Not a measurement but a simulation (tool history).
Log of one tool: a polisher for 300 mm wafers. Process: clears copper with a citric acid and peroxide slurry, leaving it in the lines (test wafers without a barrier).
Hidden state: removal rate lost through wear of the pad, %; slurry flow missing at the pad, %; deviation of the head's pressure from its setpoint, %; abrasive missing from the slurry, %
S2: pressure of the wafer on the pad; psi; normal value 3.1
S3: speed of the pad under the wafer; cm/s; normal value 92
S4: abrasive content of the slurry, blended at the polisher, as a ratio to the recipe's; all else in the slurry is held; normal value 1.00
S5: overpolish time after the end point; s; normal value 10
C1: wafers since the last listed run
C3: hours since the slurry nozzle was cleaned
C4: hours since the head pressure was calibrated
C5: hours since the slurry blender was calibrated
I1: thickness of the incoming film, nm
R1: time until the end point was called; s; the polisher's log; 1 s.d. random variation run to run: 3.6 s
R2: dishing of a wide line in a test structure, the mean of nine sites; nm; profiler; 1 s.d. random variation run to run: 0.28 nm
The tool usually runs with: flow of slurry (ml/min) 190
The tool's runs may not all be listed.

run 1 day=0.000 | flow_of_slurry_(ml/min)=190 S2=3.1 S3=92 S4=1.00 S5=10 | C1=0 wafers_polished_on_this_pad=746 C3=352.3 C4=1009.4 C5=241.4 | I1=349.9 | R1=202.5 R2=13.5
run 2 day=0.546 | flow_of_slurry_(ml/min)=190 S2=3.1 S3=92 S4=1.00 S5=10 | C1=59 wafers_polished_on_this_pad=806 C3=365.4 C4=1022.5 C5=254.5 | I1=352.4 | R1=200.6 R2=13.3
run 3 day=1.088 | flow_of_slurry_(ml/min)=190 S2=3.1 S3=116 S4=1.00 S5=10 | C1=59 wafers_polished_on_this_pad=865 C3=378.4 C4=1035.5 C5=267.5 | I1=349.2 | R1=161.0 R2=16.0
run 4 day=2.471 | flow_of_slurry_(ml/min)=190 S2=3.1 S3=116 S4=1.00 S5=10 | C1=151 wafers_polished_on_this_pad=1017 C3=411.6 C4=1068.7 C5=300.7 | I1=346.5 | R1=161.2 R2=16.6
run 5 day=3.488 | flow_of_slurry_(ml/min)=190 S2=3.1 S3=84 S4=1.00 S5=10 | C1=111 wafers_polished_on_this_pad=1128 C3=436.0 C4=1093.1 C5=325.1 | I1=350.9 | R1=223.7 R2=11.8
-- day=4.108 worn pad replaced by a new one
run 6 day=4.129 | flow_of_slurry_(ml/min)=150 S2=2.6 S3=112 S4=1.00 S5=10 | C1=52 wafers_polished_on_this_pad=2 C3=451.4 C4=1108.5 C5=340.5 | I1=347.8 | R1=205.1 R2=13.1
-- day=4.467 head pressure recalibrated
run 7 day=5.525 | flow_of_slurry_(ml/min)=190 S2=3.1 S3=92 S4=1.00 S5=10 | C1=143 wafers_polished_on_this_pad=145 C3=484.9 C4=25.4 C5=374.0 | I1=349.5 | R1=204.1 R2=13.1
run 8 day=6.575 | flow_of_slurry_(ml/min)=150 S2=2.3 S3=92 S4=1.30 S5=6 | C1=115 wafers_polished_on_this_pad=261 C3=510.1 C4=50.6 C5=399.2 | I1=349.9 | R1=267.7 R2=5.9
run 9 day=7.612 | flow_of_slurry_(ml/min)=235 S2=3.7 S3=92 S4=1.00 S5=16 | C1=113 wafers_polished_on_this_pad=374 C3=535.0 C4=75.5 C5=424.1 | I1=353.5 | R1=172.3 R2=24.4
run 10 day=8.167 | flow_of_slurry_(ml/min)=190 S2=3.1 S3=92 S4=1.00 S5=13 | C1=60 wafers_polished_on_this_pad=435 C3=548.3 C4=88.8 C5=437.4 | I1=353.9 | R1=214.8 R2=15.4
run 11 day=9.538 | flow_of_slurry_(ml/min)=155 S2=3.8 S3=92 S4=1.15 S5=8 | C1=150 wafers_polished_on_this_pad=585 C3=581.2 C4=121.7 C5=470.3 | I1=349.2 | R1=178.5 R2=11.5
run 12 day=10.979 | flow_of_slurry_(ml/min)=190 S2=3.8 S3=92 S4=1.25 S5=10 | C1=157 wafers_polished_on_this_pad=743 C3=615.8 C4=156.3 C5=504.9 | I1=351.0 | R1=168.7 R2=15.5
-- day=11.417 slurry blender recalibrated
run 13 day=12.046 | flow_of_slurry_(ml/min)=190 S2=3.1 S3=92 S4=0.80 S5=15 | C1=107 wafers_polished_on_this_pad=851 C3=641.4 C4=181.9 C5=15.1 | I1=347.4 | R1=229.5 R2=16.3
run 14 day=12.929 | flow_of_slurry_(ml/min)=190 S2=2.3 S3=92 S4=0.90 S5=10 | C1=96 wafers_polished_on_this_pad=948 C3=662.6 C4=203.1 C5=36.3 | I1=349.5 | R1=293.2 R2=8.8
run 15 day=13.758 | flow_of_slurry_(ml/min)=240 S2=4.2 S3=92 S4=1.00 S5=6 | C1=90 wafers_polished_on_this_pad=1038 C3=682.5 C4=223.0 C5=56.2 | I1=343.2 | R1=156.3 R2=9.9
-- day=14.367 worn pad replaced by a new one
run 16 day=14.933 | flow_of_slurry_(ml/min)=190 S2=3.1 S3=92 S4=1.00 S5=10 | C1=110 wafers_polished_on_this_pad=61 C3=710.7 C4=251.2 C5=84.4 | I1=355.0 | R1=244.6 R2=11.4
-- day=15.012 slurry nozzle cleaned
run 17 day=16.096 | flow_of_slurry_(ml/min)=150 S2=3.1 S3=92 S4=1.00 S5=10 | C1=122 wafers_polished_on_this_pad=184 C3=26.0 C4=279.1 C5=112.3 | I1=348.4 | R1=197.5 R2=13.2
run 18 day=16.721 | flow_of_slurry_(ml/min)=190 S2=4.2 S3=120 S4=1.30 S5=4 | C1=68 wafers_polished_on_this_pad=253 C3=41.0 C4=294.1 C5=127.3 | I1=346.1 | R1=106.2 R2=10.0
run 19 day=17.671 | flow_of_slurry_(ml/min)=190 S2=2.5 S3=84 S4=1.10 S5=10 | C1=104 wafers_polished_on_this_pad=357 C3=63.8 C4=316.9 C5=150.1 | I1=351.2 | R1=261.0 R2=10.7
run 20 day=19.046 | flow_of_slurry_(ml/min)=240 S2=3.1 S3=80 S4=1.00 S5=10 | C1=150 wafers_polished_on_this_pad=507 C3=96.8 C4=349.9 C5=183.1 | I1=345.9 | R1=209.1 R2=12.4
run 21 day=20.108 | flow_of_slurry_(ml/min)=150 S2=3.1 S3=100 S4=1.10 S5=10 | C1=116 wafers_polished_on_this_pad=624 C3=122.3 C4=375.4 C5=208.6 | I1=349.6 | R1=182.4 R2=14.6
run 22 day=21.096 | flow_of_slurry_(ml/min)=130 S2=3.1 S3=92 S4=1.00 S5=10 | C1=108 wafers_polished_on_this_pad=732 C3=146.0 C4=399.1 C5=232.3 | I1=350.4 | R1=207.9 R2=13.0
run 23 day=21.733 | flow_of_slurry_(ml/min)=150 S2=2.6 S3=112 S4=1.00 S5=10 | C1=69 wafers_polished_on_this_pad=802 C3=161.3 C4=414.4 C5=247.6 | I1=346.6 | R1=197.4 R2=13.3
run 24 day=22.704 | flow_of_slurry_(ml/min)=190 S2=3.1 S3=92 S4=1.00 S5=10 | C1=106 wafers_polished_on_this_pad=908 C3=184.6 C4=437.7 C5=270.9 | I1=347.2 | R1=196.6 R2=13.3
run 25 day=23.925 | flow_of_slurry_(ml/min)=190 S2=3.1 S3=92 S4=1.00 S5=10 | C1=133 wafers_polished_on_this_pad=1042 C3=213.9 C4=467.0 C5=300.2 | I1=345.1 | R1=193.8 R2=13.1
-- day=24.267 worn pad replaced by a new one
run 26 day=25.388 | flow_of_slurry_(ml/min)=190 S2=3.1 S3=66 S4=1.10 S5=10 | C1=141 wafers_polished_on_this_pad=122 C3=249.0 C4=502.1 C5=335.3 | I1=346.2 | R1=270.1 R2=10.1
run 27 day=26.475 | flow_of_slurry_(ml/min)=150 S2=3.1 S3=64 S4=0.90 S5=10 | C1=119 wafers_polished_on_this_pad=241 C3=275.1 C4=528.2 C5=361.4 | I1=352.2 | R1=301.7 R2=9.0
run 28 day=27.688 | flow_of_slurry_(ml/min)=230 S2=3.1 S3=92 S4=1.00 S5=10 | C1=132 wafers_polished_on_this_pad=374 C3=304.2 C4=557.3 C5=390.5 | I1=345.0 | R1=187.4 R2=14.0

Alternative continuations, all from the tool just after run 28; predict every row:
run A day=27.708 | flow_of_slurry_(ml/min)=125 S2=3.1 S3=92 S4=1.00 S5=10 | C1=2 wafers_polished_on_this_pad=377 C3=304.7 C4=557.8 C5=391.0 | I1=353.6 | R1=? R2=?
run B day=27.708 | flow_of_slurry_(ml/min)=190 S2=2.4 S3=92 S4=0.80 S5=10 | C1=2 wafers_polished_on_this_pad=377 C3=304.7 C4=557.8 C5=391.0 | I1=353.6 | R1=? R2=?
run C day=27.708 | flow_of_slurry_(ml/min)=190 S2=3.1 S3=92 S4=1.20 S5=10 | C1=2 wafers_polished_on_this_pad=377 C3=304.7 C4=557.8 C5=391.0 | I1=353.6 | R1=? R2=?
run D day=27.708 | flow_of_slurry_(ml/min)=215 S2=3.8 S3=64 S4=0.75 S5=10 | C1=2 wafers_polished_on_this_pad=377 C3=304.7 C4=557.8 C5=391.0 | I1=353.6 | R1=? R2=?

run=A R1=221.7 R2=13.0
run=B R1=278.1 R2=10.5
run=C R1=193.9 R2=14.8
run=D R1=258.4 R2=11.3
With the hidden condition removed and each run's random variation left untouched, the same runs would have given:
run=A R1=216.8 R2=13.3
run=B R1=274.0 R2=10.6
run=C R1=191.1 R2=15.0
run=D R1=255.0 R2=11.4
